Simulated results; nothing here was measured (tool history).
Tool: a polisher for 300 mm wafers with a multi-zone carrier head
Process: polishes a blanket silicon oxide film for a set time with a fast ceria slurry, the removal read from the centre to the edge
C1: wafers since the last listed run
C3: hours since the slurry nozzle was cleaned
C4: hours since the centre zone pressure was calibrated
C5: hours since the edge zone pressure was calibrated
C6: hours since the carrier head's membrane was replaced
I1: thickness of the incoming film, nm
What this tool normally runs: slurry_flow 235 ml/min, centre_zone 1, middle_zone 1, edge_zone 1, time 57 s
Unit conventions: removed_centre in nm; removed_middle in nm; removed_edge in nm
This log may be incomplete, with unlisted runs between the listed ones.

Run 1, hour 0: usual settings but edge_zone 0.94; C1 0; wafers polished on this pad 1515; C3 128; C4 767.4; C5 392.6; C6 97.5; I1 3848.8. Result: removed_centre 791.3 nm, removed_middle 818.6 nm, removed_edge 781.2 nm.
At hour 4.4: edge zone pressure recalibrated.
Run 2, hour 16.4: usual settings but slurry_flow 210 ml/min, centre_zone 1.08, middle_zone 1.09, time 67 s; C1 169; wafers polished on this pad 1684; C3 144.4; C4 783.8; C5 12; C6 113.9; I1 3894.4. Result: removed_centre 996.4 nm, removed_middle 1026 nm, removed_edge 963.5 nm.
Run 3, hour 46.1: usual settings but centre_zone 0.92, middle_zone 1.05, edge_zone 1.09, time 63 s; C1 350; wafers polished on this pad 2034; C3 174.1; C4 813.5; C5 41.7; C6 143.6; I1 3862.8. Result: removed_centre 806.9 nm, removed_middle 933 nm, removed_edge 927.2 nm.
At hour 69.5: worn pad replaced by a new one.
Run 4, hour 74.6: usual settings but edge_zone 0.93; C1 288; wafers polished on this pad 60; C3 202.6; C4 842; C5 70.2; C6 172.1; I1 3814. Result: removed_centre 797.8 nm, removed_middle 801.9 nm, removed_edge 774.3 nm.
Run 5, hour 99.3: usual settings; C1 291; wafers polished on this pad 351; C3 227.3; C4 866.7; C5 94.9; C6 196.8; I1 3843.5. Result: removed_centre 805.7 nm, removed_middle 788.9 nm, removed_edge 777.7 nm.
Run 6, hour 113.2: usual settings but centre_zone 0.9, edge_zone 1.05, time 51 s; C1 163; wafers polished on this pad 515; C3 241.2; C4 880.6; C5 108.8; C6 210.7; I1 3878.9. Result: removed_centre 635 nm, removed_middle 714.1 nm, removed_edge 725.1 nm.
Run 7, hour 128.7: usual settings but slurry_flow 275 ml/min; C1 182; wafers polished on this pad 698; C3 256.7; C4 896.1; C5 124.3; C6 226.2; I1 3915.9. Result: removed_centre 814.4 nm, removed_middle 815.8 nm, removed_edge 792.4 nm.
Run 8, hour 160.7: usual settings; C1 377; wafers polished on this pad 1075; C3 288.7; C4 928.1; C5 156.3; C6 258.2; I1 3878.6. Result: removed_centre 783.9 nm, removed_middle 776.3 nm, removed_edge 780.7 nm.
Run 9, hour 188.9: usual settings but time 65 s; C1 332; wafers polished on this pad 1408; C3 316.9; C4 956.3; C5 184.5; C6 286.4; I1 3908.7. Result: removed_centre 885.4 nm, removed_middle 900.5 nm, removed_edge 910.1 nm.
At hour 283.2: worn pad replaced by a new one.
Run 10, hour 286: usual settings but middle_zone 1.07, time 69 s; C1 1097; wafers polished on this pad 32; C3 414; C4 1053.4; C5 281.6; C6 383.5; I1 3886.3. Result: removed_centre 912.2 nm, removed_middle 968.7 nm, removed_edge 919.2 nm.
Run 11, hour 299.6: usual settings; C1 160; wafers polished on this pad 193; C3 427.6; C4 1067; C5 295.2; C6 397.1; I1 3872.8. Result: removed_centre 755.3 nm, removed_middle 760.4 nm, removed_edge 775.4 nm.
Run 12, hour 318.2: usual settings but centre_zone 0.91; C1 219; wafers polished on this pad 412; C3 446.2; C4 1085.6; C5 313.8; C6 415.7; I1 3850.3. Result: removed_centre 689 nm, removed_middle 754.6 nm, removed_edge 745.1 nm.
At hour 328.1: centre zone pressure recalibrated.
Run 13, hour 331.7: usual settings; C1 135; wafers polished on this pad 547; C3 459.7; C4 3.6; C5 327.3; C6 429.2; I1 3946.1. Result: removed_centre 732.6 nm, removed_middle 758.6 nm, removed_edge 763.8 nm.
Run 14, hour 360.7: usual settings but slurry_flow 190 ml/min, time 70 s; C1 341; wafers polished on this pad 889; C3 488.7; C4 32.6; C5 356.3; C6 458.2; I1 3892. Result: removed_centre 844.7 nm, removed_middle 883.7 nm, removed_edge 909.5 nm.
Run 15, hour 383.9: usual settings but slurry_flow 200 ml/min, centre_zone 1.06, edge_zone 0.97; C1 273; wafers polished on this pad 1163; C3 511.9; C4 55.8; C5 379.5; C6 481.4; I1 3940.6. Result: removed_centre 728.8 nm, removed_middle 717.7 nm, removed_edge 710.4 nm.
At hour 391.4: edge zone pressure recalibrated.
At hour 394.2: slurry nozzle cleaned.
Run 16, hour 444.2: usual settings; C1 675; wafers polished on this pad 1838; C3 50; C4 116.1; C5 52.8; C6 541.7; I1 3826.7. Result: removed_centre 816.5 nm, removed_middle 818.3 nm, removed_edge 809.6 nm.
Run 17, hour 465.2: usual settings but slurry_flow 175 ml/min, centre_zone 1.11, middle_zone 0.96; C1 247; wafers polished on this pad 2086; C3 71; C4 137.1; C5 73.8; C6 562.7; I1 3887.5. Result: removed_centre 849.3 nm, removed_middle 759.3 nm, removed_edge 780.4 nm.
Run 18, hour 499.6: usual settings but slurry_flow 305 ml/min; C1 405; wafers polished on this pad 2491; C3 105.4; C4 171.5; C5 108.2; C6 597.1; I1 3923.7. Result: removed_centre 834 nm, removed_middle 876 nm, removed_edge 861.1 nm.
At hour 522.1: worn pad replaced by a new one.
Run 19, hour 528.2: usual settings but slurry_flow 190 ml/min; C1 290; wafers polished on this pad 71; C3 134; C4 200.1; C5 136.8; C6 625.7; I1 3919.3. Result: removed_centre 769.9 nm, removed_middle 798 nm, removed_edge 769.5 nm.
Run 20, hour 552.2: usual settings but slurry_flow 265 ml/min, centre_zone 0.93, middle_zone 0.92; C1 282; wafers polished on this pad 354; C3 158; C4 224.1; C5 160.8; C6 649.7; I1 3909.9. Result: removed_centre 759.1 nm, removed_middle 780.1 nm, removed_edge 810.1 nm.
Run 21, hour 570: usual settings but edge_zone 0.91, time 50 s; C1 209; wafers polished on this pad 564; C3 175.8; C4 241.9; C5 178.6; C6 667.5; I1 3857.5. Result: removed_centre 682.7 nm, removed_middle 733 nm, removed_edge 675 nm.
Run 22, hour 587.5: usual settings but centre_zone 0.9, middle_zone 0.9; C1 206; wafers polished on this pad 770; C3 193.3; C4 259.4; C5 196.1; C6 685; I1 3844.3. Result: removed_centre 742.6 nm, removed_middle 735.5 nm, removed_edge 803.1 nm.

Consider 4 possible next runs. They are alternatives, not a sequence: every one starts from the tool as it was left by run 22. What does each give?
Run A, hour 587.9: usual settings; C1 4; wafers polished on this pad 775; C3 193.7; C4 259.8; C5 196.5; C6 685.4; I1 3837. Result: removed_centre ?, removed_middle ?, removed_edge ?.
Run B, hour 587.9: usual settings but time 50 s; C1 4; wafers polished on this pad 775; C3 193.7; C4 259.8; C5 196.5; C6 685.4; I1 3837. Result: removed_centre ?, removed_middle ?, removed_edge ?.
Run C, hour 587.9: usual settings but slurry_flow 285 ml/min; C1 4; wafers polished on this pad 775; C3 193.7; C4 259.8; C5 196.5; C6 685.4; I1 3837. Result: removed_centre ?, removed_middle ?, removed_edge ?.
Run D, hour 587.9: usual settings but slurry_flow 170 ml/min, centre_zone 0.94, edge_zone 1.12; C1 4; wafers polished on this pad 775; C3 193.7; C4 259.8; C5 196.5; C6 685.4; I1 3837. Result: removed_centre ?, removed_middle ?, removed_edge ?.

run  removed_centre  removed_middle  removed_edge
  A           801.1           800.9           789
  B           702.7           702.6         692.1
  C           826.5           823.7         805.6
  D           703.5           751.3         796.8
What these runs would have given with no unlogged condition in the tool:
run  removed_centre  removed_middle  removed_edge
  A             824           821.5         803.9
  B           722.8           720.6         705.2
  C           845.6           840.9         818.2
  D           732.6           778.7         817.6

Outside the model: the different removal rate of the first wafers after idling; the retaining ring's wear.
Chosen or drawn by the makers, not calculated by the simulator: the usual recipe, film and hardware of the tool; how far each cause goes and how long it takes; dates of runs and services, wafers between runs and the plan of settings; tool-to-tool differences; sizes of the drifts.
